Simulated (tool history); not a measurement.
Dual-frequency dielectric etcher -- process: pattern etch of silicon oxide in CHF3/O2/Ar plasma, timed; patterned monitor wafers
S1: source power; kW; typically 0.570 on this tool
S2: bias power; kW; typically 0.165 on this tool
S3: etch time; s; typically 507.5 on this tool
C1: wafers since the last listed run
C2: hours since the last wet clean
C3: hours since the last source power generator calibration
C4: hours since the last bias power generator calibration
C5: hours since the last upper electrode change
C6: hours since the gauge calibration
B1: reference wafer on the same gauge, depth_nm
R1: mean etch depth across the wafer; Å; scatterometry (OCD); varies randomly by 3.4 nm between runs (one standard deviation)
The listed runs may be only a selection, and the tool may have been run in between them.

| run | hour | S1 | S2 | S3 | C1 | C2 | C3 | C4 | C5 | C6 | B1 | R1 |
|---|---|---|---|---|---|---|---|---|---|---|---|---|
| 1 | 0.0 | 0.570 | 0.165 | 507.5 | 0 | 181.1 | 2111.4 | 3903.4 | 3466.5 | 45.1 | 773.8 | 8409 |
| 2 | 21.7 | 0.570 | 0.165 | 507.5 | 65 | 202.8 | 2133.1 | 3925.1 | 3488.2 | 66.8 | 773.1 | 8384 |
| 3 | 51.1 | 0.570 | 0.165 | 507.5 | 88 | 232.2 | 2162.5 | 3954.5 | 3517.6 | 96.2 | 771.7 | 8449 |
| 4 | 128.3 | 0.570 | 0.165 | 507.5 | 232 | 309.4 | 2239.7 | 4031.7 | 3594.8 | 173.4 | 772.3 | 8393 |
| 5 | 146.3 | 0.570 | 0.165 | 507.5 | 54 | 327.4 | 2257.7 | 4049.7 | 3612.8 | 191.4 | 774.1 | 8376 |
| 6 | 174.1 | 0.570 | 0.165 | 507.5 | 83 | 355.2 | 2285.5 | 4077.5 | 3640.6 | 219.2 | 774.7 | 8316 |
| 7 | 208.1 | 0.490 | 0.165 | 542.5 | 102 | 389.2 | 2319.5 | 4111.5 | 3674.6 | 253.2 | 774.4 | 8434 |
|  | 225.5 | bias power generator calibrated |
| 8 | 233.4 | 0.490 | 0.165 | 542.5 | 64 | 414.5 | 2344.8 | 7.9 | 3699.9 | 278.5 | 773.2 | 8367 |
|  | 242.0 | source power generator calibrated |
| 9 | 258.8 | 0.480 | 0.176 | 647.0 | 64 | 439.9 | 16.8 | 33.3 | 3725.3 | 303.9 | 773.4 | 10107 |
|  | 285.1 | wet clean of the chamber |
| 10 | 291.7 | 0.640 | 0.150 | 616.5 | 26 | 6.6 | 49.7 | 66.2 | 3758.2 | 336.8 | 774.7 | 9873 |
|  | 292.6 | gauge calibrated |
| 11 | 316.4 | 0.570 | 0.147 | 507.5 | 74 | 31.3 | 74.4 | 90.9 | 3782.9 | 23.8 | 772.5 | 7753 |
|  | 353.8 | upper electrode replaced |
|  | 375.0 | wet clean of the chamber, repeated, since the last time left the tool worse |
| 12 | 377.4 | 0.630 | 0.143 | 596.5 | 47 | 2.4 | 135.4 | 151.9 | 23.6 | 84.8 | 773.0 | 9941 |
| 13 | 399.9 | 0.570 | 0.165 | 507.5 | 67 | 24.9 | 157.9 | 174.4 | 46.1 | 107.3 | 771.4 | 8560 |
| 14 | 414.7 | 0.640 | 0.177 | 373.5 | 44 | 39.7 | 172.7 | 189.2 | 60.9 | 122.1 | 771.8 | 6675 |
| 15 | 491.5 | 0.510 | 0.200 | 547.5 | 230 | 116.5 | 249.5 | 266.0 | 137.7 | 198.9 | 772.6 | 9369 |
| 16 | 522.5 | 0.570 | 0.165 | 507.5 | 93 | 147.5 | 280.5 | 297.0 | 168.7 | 229.9 | 773.8 | 8424 |

Selected run-to-run steps in R1, each split into two signed amounts: the part the tool would show with no hidden state at all (from settings, incoming material and random variation), and the remainder, which goes to the hidden state together with any gauge scatter not common to the measured and the hidden-state-free results:
Hidden state at play: etch rate over this chamber's usual, %; source power that arrives over what is set, %; bias power that arrives over what is set, %; gauge reads high (%).
Run 11 -> 12: S1 0.570 -> 0.630, S2 0.147 -> 0.143, S3 507.5 -> 596.5, upper electrode replaced, wet clean of the chamber, repeated, since the last time left the tool worse. R1 +2188 Å: hidden state +516, all else +1672.
Run 14 -> 15: S1 0.640 -> 0.510, S2 0.177 -> 0.200, S3 373.5 -> 547.5. R1 +2694 Å: hidden state -71, all else +2765.
